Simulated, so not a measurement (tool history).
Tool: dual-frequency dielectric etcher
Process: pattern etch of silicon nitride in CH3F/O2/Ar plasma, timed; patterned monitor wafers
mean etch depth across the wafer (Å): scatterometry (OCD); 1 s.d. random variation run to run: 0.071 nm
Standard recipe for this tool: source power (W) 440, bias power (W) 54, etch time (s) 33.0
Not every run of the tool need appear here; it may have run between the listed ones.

run	hour	source power (W)	bias power (W)	etch time (s)	read-back reference wafer on the same gauge, depth_nm	mean etch depth across the wafer (Å)
1	0.0	440	54	33.0	25.22	216.9
2	70.2	440	54	33.0	25.21	217.9
3	125.7	440	54	33.0	25.17	220.8
4	161.6	480	63	33.0	25.18	237.2
5	186.9	480	63	33.0	25.21	238.0
6	232.2	480	63	33.0	25.19	238.0
7	302.6	440	54	33.0	25.22	222.0
8	332.2	440	54	33.0	25.23	222.9
# hour 396.5: gauge calibrated
9	401.5	440	54	28.5	25.24	193.1
10	436.6	440	54	28.5	25.18	194.3
11	466.7	440	54	28.5	25.23	194.7
12	499.6	460	54	33.0	25.22	227.3
# hour 528.9: wet clean of the chamber
13	556.5	460	54	33.0	25.18	219.9
14	586.3	460	54	33.0	25.16	220.1
# hour 643.8: source power generator calibrated
15	644.3	370	49	33.0	25.22	201.2
# hour 665.0: bias power generator calibrated
16	714.7	440	62	36.0	25.19	250.7
17	762.1	440	47	33.0	25.22	212.2
18	795.0	380	49	27.5	25.14	170.8
# hour 861.7: upper electrode replaced
19	862.2	440	40	33.0	25.19	204.0
20	928.7	460	54	33.0	25.21	226.1
21	964.7	410	47	28.5	25.23	181.7
22	1002.1	440	47	39.0	25.19	253.8
23	1048.6	440	54	33.0	25.21	223.5
24	1084.0	440	54	33.0	25.17	225.4
25	1135.9	440	54	33.0	25.19	224.9
# hour 1166.4: wet clean of the chamber
26	1185.8	340	46	33.0	25.20	195.4
# hour 1213.6: gauge calibrated
27	1225.7	440	54	33.0	25.20	220.1
28	1268.9	440	54	30.0	25.19	199.1

For run 29, what comes out?
29	1298.0	330	43	25.0	?	?

{"run 29": {"read-back reference wafer on the same gauge, depth_nm": 25.21, "mean etch depth across the wafer (Å)": 145.2}}
On a tool with no hidden condition, and with the same random variation, this run would have come out at mean etch depth across the wafer (Å) 143.0.

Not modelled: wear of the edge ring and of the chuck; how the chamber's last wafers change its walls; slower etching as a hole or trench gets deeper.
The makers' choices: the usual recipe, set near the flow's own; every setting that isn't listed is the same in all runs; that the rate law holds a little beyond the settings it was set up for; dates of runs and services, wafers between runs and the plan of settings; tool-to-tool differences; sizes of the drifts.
